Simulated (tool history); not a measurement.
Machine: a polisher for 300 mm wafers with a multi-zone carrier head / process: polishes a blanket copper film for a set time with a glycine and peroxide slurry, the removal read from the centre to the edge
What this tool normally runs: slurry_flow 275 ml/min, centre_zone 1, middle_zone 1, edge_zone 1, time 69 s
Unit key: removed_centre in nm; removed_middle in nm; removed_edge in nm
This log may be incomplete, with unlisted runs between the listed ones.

run   hour  slurry_flow  centre_zone  middle_zone  edge_zone  time  wafers since the last listed run  wafers polished on this pad  hours since the slurry nozzle was cleaned  hours since the centre zone pressure was calibrated  hours since the edge zone pressure was calibrated  hours since the carrier head's membrane was replaced  incoming thickness of the incoming film, nm  removed_centre  removed_middle  removed_edge
  1      0          275            1            1          1    55                                 0                          284                                      280.7                                                440.1                                              691.1                                                 597.4                                       1865.1             324           313.1         323.6
  2    7.9          275            1            1          1    55                               110                          395                                      288.6                                                  448                                                699                                                 605.3                                       1854.6           313.8             321         322.4
  3   14.7          275            1            1          1    55                                95                          491                                      295.4                                                454.8                                              705.8                                                 612.1                                       1829.7           313.1           316.4         319.7
  4   24.6          275            1            1       0.96    69                               138                          630                                      305.3                                                464.7                                              715.7                                                   622                                       1869.2           391.4           382.5         403.5
  5   30.8          275            1            1       1.06    69                                87                          717                                      311.5                                                470.9                                              721.9                                                 628.2                                       1856.5           386.2           386.1         412.3
      45.5  -- worn pad replaced by a new one
  6     46          275            1         1.05          1    69                               157                            7                                      326.7                                                486.1                                              737.1                                                 643.4                                       1882.4             419           438.5         426.2
  7   58.5          275            1         1.05          1    69                               175                          182                                      339.2                                                498.6                                              749.6                                                 655.9                                       1876.4           402.1           419.8         399.3
  8   66.6          275         0.95         0.92          1    69                               113                          296                                      347.3                                                506.7                                              757.7                                                   664                                       1852.6           374.6           369.4         413.4
  9   78.8          275            1            1       0.88    69                               171                          467                                      359.5                                                518.9                                              769.9                                                 676.2                                       1891.6           390.8           389.3           375
 10   88.1          275         0.89            1        1.1    69                               130                          598                                      368.8                                                528.2                                              779.2                                                 685.5                                       1838.2           349.9           391.9         426.4
 11   94.2          215            1            1          1    69                                85                          683                                      374.9                                                534.3                                              785.3                                                 691.6                                       1861.9           372.3           375.3         381.1
     107.7  -- worn pad replaced by a new one
     108.2  -- carrier head's membrane replaced by a new one
 12  108.7          275            1            1          1    69                               139                            7                                      389.4                                                548.8                                              799.8                                                   0.5                                       1832.6           418.3           427.3         438.2
 13    112          275         0.92            1          1    48                                46                           53                                      392.7                                                552.1                                              803.1                                                   3.8                                       1888.7           268.3           287.5           298
     118.5  -- edge zone pressure recalibrated
 14  124.7          245         0.96            1          1    77                               150                          203                                      405.4                                                564.8                                                6.2                                                  16.5                                       1881.2           427.8           438.3         451.1
 15  135.9          275            1            1       1.07    61                               157                          360                                      416.6                                                  576                                               17.4                                                  27.7                                       1849.8           349.8           352.3         371.9
     146.6  -- slurry nozzle cleaned
     147.1  -- centre zone pressure recalibrated
 16  150.5          365         1.11            1          1    69                               183                          544                                        3.9                                                  3.4                                                 32                                                  42.3                                         1876           466.1           420.9         417.5
 17  159.8          275            1            1       1.07    61                               130                          675                                       13.2                                                 12.7                                               41.3                                                  51.6                                       1846.8           366.8           365.9         392.8
 18  174.7          275            1            1          1    55                               209                          884                                       28.1                                                 27.6                                               56.2                                                  66.5                                       1848.5           326.8           323.7         329.3
     182.5  -- worn pad replaced by a new one
 19  189.4          365         1.11            1          1    61                               150                           97                                       42.8                                                 42.3                                               70.9                                                  81.2                                       1865.8             423           400.9         387.3
 20  196.5          250            1            1       0.95    93                                99                          197                                       49.9                                                 49.4                                                 78                                                  88.3                                       1873.5           575.6           566.4         567.7
 21  203.4          275            1            1          1    69                                96                          293                                       56.8                                                 56.3                                               84.9                                                  95.2                                       1848.2           415.2           420.1         429.9

Each row is a separate what-if for the run after 21, all from the same tool condition, not one after another. Results?
  A  203.8          275            1            1          1    69                                 5                          299                                       57.2                                                 56.7                                               85.3                                                  95.6                                       1867.9               ?               ?             ?
  B  203.8          275            1         1.11          1    69                                 5                          299                                       57.2                                                 56.7                                               85.3                                                  95.6                                       1867.9               ?               ?             ?
  C  203.8          245            1            1          1    69                                 5                          299                                       57.2                                                 56.7                                               85.3                                                  95.6                                       1867.9               ?               ?             ?
  D  203.8          275            1            1       1.08    49                                 5                          299                                       57.2                                                 56.7                                               85.3                                                  95.6                                       1867.9               ?               ?             ?
  E  203.8          345            1            1       1.11    90                                 5                          299                                       57.2                                                 56.7                                               85.3                                                  95.6                                       1867.9               ?               ?             ?

run  removed_centre  removed_middle  removed_edge
  A           422.5           420.6         426.2
  B           422.8           459.6         425.5
  C           416.9           415.6         422.4
  D             300           298.6         314.3
  E           564.1           560.1         594.8
Take away the tool's hidden state, keep each run's random variation, and the runs would have read:
run  removed_centre  removed_middle  removed_edge
  A           452.6           449.5         453.4
  B           452.9           491.3         452.7
  C           447.6             445           450
  D           321.4           319.2         334.4
  E           602.1           596.8         631.4
